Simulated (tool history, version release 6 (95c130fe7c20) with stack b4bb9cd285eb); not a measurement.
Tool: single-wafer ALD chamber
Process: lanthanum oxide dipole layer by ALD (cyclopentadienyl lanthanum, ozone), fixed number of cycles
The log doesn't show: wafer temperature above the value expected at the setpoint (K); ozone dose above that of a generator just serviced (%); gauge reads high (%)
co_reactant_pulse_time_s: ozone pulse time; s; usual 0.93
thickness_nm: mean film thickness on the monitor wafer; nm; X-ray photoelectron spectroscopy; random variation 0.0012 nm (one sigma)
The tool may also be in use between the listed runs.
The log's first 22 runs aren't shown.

run,day,co_reactant_pulse_time_s,wafers since the last listed run,hours since the last thermocouple change,hours since the last ozone generator service,hours since the showerhead was replaced,hours since the gauge calibration,"read-back reference wafer on the same gauge, thickness_nm",thickness_nm
# day 69.458: showerhead replaced, of another model than before
23,71.775,0.93,1521,263.2,306.8,55.6,1333.6,0.477,0.467
24,76.1,1.2,2145,367,410.6,159.4,1437.4,0.477,0.486
25,79.833,0.75,1852,456.6,500.2,249,1527,0.477,0.452
26,82.967,1.04,1554,531.8,575.4,324.2,1602.2,0.477,0.474
27,85.975,1.17,1492,604,647.6,396.4,1674.4,0.478,0.479
28,87.829,0.93,919,648.5,692.1,440.9,1718.9,0.478,0.464
# day 89.1: ozone generator serviced
29,91.679,1.29,1744,740.9,61.9,533.3,1811.3,0.476,0.491
30,96.454,0.61,2369,855.5,176.5,647.9,1925.9,0.477,0.442
31,98.462,0.63,996,903.7,224.7,696.1,1974.1,0.478,0.445
32,101.625,1.26,1569,979.6,300.6,772,2050,0.477,0.488
33,105.446,1.16,1895,1071.3,392.3,863.7,2141.7,0.477,0.482
# day 105.6: gauge calibrated
34,109.1,0.93,1813,1159,480,951.4,84,0.477,0.467
35,113.471,0.58,2168,1263.9,584.9,1056.3,188.9,0.477,0.436

3 ways to go on from here, each from the tool as it stands after run 35. What would each give?
A,113.488,1.12,8,1264.3,585.3,1056.7,189.3,?,?
B,113.488,1.15,8,1264.3,585.3,1056.7,189.3,?,?
C,113.488,0.56,8,1264.3,585.3,1056.7,189.3,?,?

run,"read-back reference wafer on the same gauge, thickness_nm",thickness_nm
A,0.477,0.478
B,0.477,0.48
C,0.477,0.432
Without the tool's hidden state the same runs would have given:
run,thickness_nm
A,0.481
B,0.483
C,0.437
